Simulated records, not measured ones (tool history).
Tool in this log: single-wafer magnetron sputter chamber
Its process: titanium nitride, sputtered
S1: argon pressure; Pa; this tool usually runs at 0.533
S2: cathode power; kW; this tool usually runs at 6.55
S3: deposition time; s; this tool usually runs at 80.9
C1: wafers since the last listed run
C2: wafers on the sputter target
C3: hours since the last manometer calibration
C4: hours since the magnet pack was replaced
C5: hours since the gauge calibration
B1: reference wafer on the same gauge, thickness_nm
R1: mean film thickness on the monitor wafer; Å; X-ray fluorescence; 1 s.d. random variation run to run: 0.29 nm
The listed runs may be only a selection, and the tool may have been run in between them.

run 1 hour=0 | S1=0.533 S2=6.55 S3=90.2 | C1=0 C2=1510 C3=2152 C4=5327.4 C5=173.6 | B1=111.206 | R1=1056.27
run 2 hour=64.3 | S1=0.533 S2=6.55 S3=90.2 | C1=1347 C2=2858 C3=2216.3 C4=5391.7 C5=237.9 | B1=111.029 | R1=1055.27
run 3 hour=116 | S1=0.533 S2=6.55 S3=90.2 | C1=1083 C2=3941 C3=2268 C4=5443.4 C5=289.6 | B1=111.138 | R1=1055.56
run 4 hour=140.6 | S1=0.591 S2=6.55 S3=80.9 | C1=515 C2=4456 C3=2292.6 C4=5468 C5=314.2 | B1=111.105 | R1=915.2
run 5 hour=175.2 | S1=0.591 S2=6.55 S3=80.9 | C1=724 C2=5181 C3=2327.2 C4=5502.6 C5=348.8 | B1=111.155 | R1=917.78
run 6 hour=206.2 | S1=0.533 S2=6.55 S3=80.9 | C1=649 C2=5830 C3=2358.2 C4=5533.6 C5=379.8 | B1=111.227 | R1=943.83
-- hour=226.4 sputter target and shields replaced
run 7 hour=266.7 | S1=0.533 S2=6.55 S3=80.9 | C1=1099 C2=843 C3=2418.7 C4=5594.1 C5=440.3 | B1=111.143 | R1=948.89
run 8 hour=302 | S1=0.533 S2=6.55 S3=80.9 | C1=739 C2=1583 C3=2454 C4=5629.4 C5=475.6 | B1=111.096 | R1=943.15
run 9 hour=359.2 | S1=0.533 S2=6.55 S3=80.9 | C1=1198 C2=2781 C3=2511.2 C4=5686.6 C5=532.8 | B1=111.157 | R1=946.52
run 10 hour=386.5 | S1=0.533 S2=6.55 S3=80.9 | C1=571 C2=3353 C3=2538.5 C4=5713.9 C5=560.1 | B1=111.05 | R1=942.38
run 11 hour=455.5 | S1=0.533 S2=6.55 S3=71.5 | C1=1445 C2=4798 C3=2607.5 C4=5782.9 C5=629.1 | B1=111.092 | R1=833.37
run 12 hour=524.3 | S1=0.533 S2=6.55 S3=80.9 | C1=1441 C2=6240 C3=2676.3 C4=5851.7 C5=697.9 | B1=110.941 | R1=948.01
-- hour=546.4 sputter target and shields replaced
run 13 hour=563.4 | S1=0.637 S2=5.15 S3=95.8 | C1=651 C2=355 C3=2715.4 C4=5890.8 C5=737 | B1=111.161 | R1=941.06

Estimate the outcome of run 14 from the log above:
run 14 hour=610.7 | S1=0.533 S2=4.95 S3=87.9 | C1=990 C2=1346 C3=2762.7 C4=5938.1 C5=784.3 | B1=? | R1=?

{"run 14": {"B1": 111.272, "R1": 895.48}}
With no hidden state in the tool, this same run would have given R1 895.48 Å.
